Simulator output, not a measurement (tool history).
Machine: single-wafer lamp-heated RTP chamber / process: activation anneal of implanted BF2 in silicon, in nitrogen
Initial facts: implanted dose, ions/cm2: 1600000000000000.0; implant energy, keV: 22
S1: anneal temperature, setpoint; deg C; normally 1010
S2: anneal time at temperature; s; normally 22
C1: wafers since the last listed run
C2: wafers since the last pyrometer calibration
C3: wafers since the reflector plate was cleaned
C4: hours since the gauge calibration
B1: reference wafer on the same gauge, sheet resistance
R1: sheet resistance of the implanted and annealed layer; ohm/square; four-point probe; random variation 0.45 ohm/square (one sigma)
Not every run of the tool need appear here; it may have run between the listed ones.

run	hour	S1	S2	C1	C2	C3	C4	B1	R1
1	0	1010	22	0	1300	5102	549.9	136.04	147.33
# hour 26.1: reflector plate cleaned
2	100.6	1010	22	1741	3041	1401	650.5	136.08	151.95
3	189	1010	22	1662	4704	3063	738.9	135.88	149.18
4	292.8	1010	22	1952	6656	5015	842.7	135.95	144.15
# hour 313.5: reflector plate cleaned
# hour 344.5: pyrometer window cleaned and pyrometer calibrated
5	350.5	1010	22	784	112	545	900.4	135.96	152.04
6	416.1	1010	22	1233	1346	1779	966	135.96	151.23
7	512.4	1010	22	1811	3157	3590	1062.3	135.93	149.12
8	574	1010	22	1158	4315	4748	1123.9	135.94	146.99
# hour 593.8: reflector plate cleaned
9	737.6	1010	31	2926	7241	2704	1287.5	135.93	138.87
# hour 779.7: pyrometer window cleaned and pyrometer calibrated
10	833.9	1010	22	1660	1019	4365	1383.8	135.94	148.94
# hour 930.9: reflector plate cleaned
11	1119.5	1022	28	5220	6239	3546	1669.4	135.94	129.32
# hour 1136.9: gauge calibrated
12	1181.3	1027	17	1162	7402	4708	44.4	136.01	134.36
# hour 1190.5: reflector plate cleaned
13	1225.4	1010	22	678	8080	656	88.5	136.05	147.46
# hour 1251.8: pyrometer window cleaned and pyrometer calibrated
14	1325.6	1010	26	1733	1387	2390	188.7	135.96	146.84
15	1369	1021	28	816	2203	3206	232.1	135.88	132.06
16	1431.7	1010	22	1179	3382	4385	294.8	136.02	148.06
17	1477.2	1010	16	855	4238	5241	340.3	135.99	154.6

Here are 5 independent what-if runs from the current tool condition. What would each one return?
A	1477.6	1040	22	7	4245	5248	340.7	?	?
B	1477.6	1010	12	7	4245	5248	340.7	?	?
C	1477.6	984	29	7	4245	5248	340.7	?	?
D	1477.6	1026	30	7	4245	5248	340.7	?	?
E	1477.6	991	22	7	4245	5248	340.7	?	?

run	B1	R1
A	136.07	119.56
B	136.07	162.64
C	136.07	173.39
D	136.07	123.56
E	136.07	170.99
Without the tool's unlogged condition, the same runs would have read:
run	R1
A	124
B	169.38
C	182.18
D	128.37
E	179.25
